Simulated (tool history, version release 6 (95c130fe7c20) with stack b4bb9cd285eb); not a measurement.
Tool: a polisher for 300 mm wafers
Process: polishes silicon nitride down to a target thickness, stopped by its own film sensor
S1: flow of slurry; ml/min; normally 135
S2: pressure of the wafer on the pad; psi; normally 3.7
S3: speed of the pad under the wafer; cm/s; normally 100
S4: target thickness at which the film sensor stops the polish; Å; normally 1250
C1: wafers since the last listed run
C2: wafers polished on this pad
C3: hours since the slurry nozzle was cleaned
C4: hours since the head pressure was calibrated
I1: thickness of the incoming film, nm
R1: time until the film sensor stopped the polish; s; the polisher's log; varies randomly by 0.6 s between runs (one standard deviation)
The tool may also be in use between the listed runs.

run	hour	S1	S2	S3	S4	C1	C2	C3	C4	I1	R1
1	0	135	3.7	100	1250	0	943	191.2	267.8	220	52.6
# hour 3: worn pad replaced by a new one
2	27.3	135	3.7	100	1250	270	270	218.5	295.1	217.6	50.9
3	41.5	120	3.7	100	1090	158	428	232.7	309.3	217.6	62.1
# hour 74.4: slurry nozzle cleaned
4	74.9	150	3.7	100	1140	361	790	0.5	342.7	218.7	54
5	87.3	150	3.7	100	1140	138	928	12.9	355.1	220.7	54.3
# hour 111.3: worn pad replaced by a new one
6	120	135	3.7	100	1250	320	97	45.6	387.8	224.4	53.3
7	139.2	135	3.7	100	1250	214	311	64.8	407	222.9	52.3
8	170.9	135	3.7	100	1250	353	664	96.5	438.7	216.4	48.6
# hour 197.9: worn pad replaced by a new one
9	198.4	135	3.7	100	1250	262	5	124	466.2	220.2	51.1
10	231.5	135	3.7	100	930	369	374	157.1	499.3	219	69.2
# hour 237.6: head pressure recalibrated
11	254.3	105	4.6	120	1410	231	606	179.9	16.7	221.6	33.3
12	280	135	3.7	100	1250	286	893	205.6	42.4	220.1	51.9
13	296.8	135	3.7	100	1250	187	1080	222.4	59.2	216.5	52.9
# hour 301.5: worn pad replaced by a new one, of another model than before
14	324.8	150	3.1	82	980	267	260	250.4	87.2	221.4	88.4
# hour 339.1: slurry nozzle cleaned
15	359.4	115	3.3	68	1510	374	634	20.3	121.8	220.4	48.8
# hour 399.5: worn pad replaced by a new one
16	420.5	135	3.7	100	1540	636	234	81.4	182.9	218.6	35.9
17	449.4	90	3.7	100	1250	322	556	110.3	211.8	215.8	60.2
18	475.6	160	4.8	100	1490	292	848	136.5	238	223.6	32.8

Give the tool's hidden conditions for every run:
removal rate lost through wear of the pad, %: 0, the same for each run
deviation of the head's pressure from its setpoint, %: 0, the same for each run
H1: slurry flow missing at the pad, %
run	H1
1	26
2	28.9
3	30.5
4	5.79
5	7.14
6	10.7
7	12.8
8	16.2
9	19.2
10	22.8
11	25.3
12	28.1
13	29.9
14	32.9
15	8.83
16	15.5
17	18.6
18	21.5
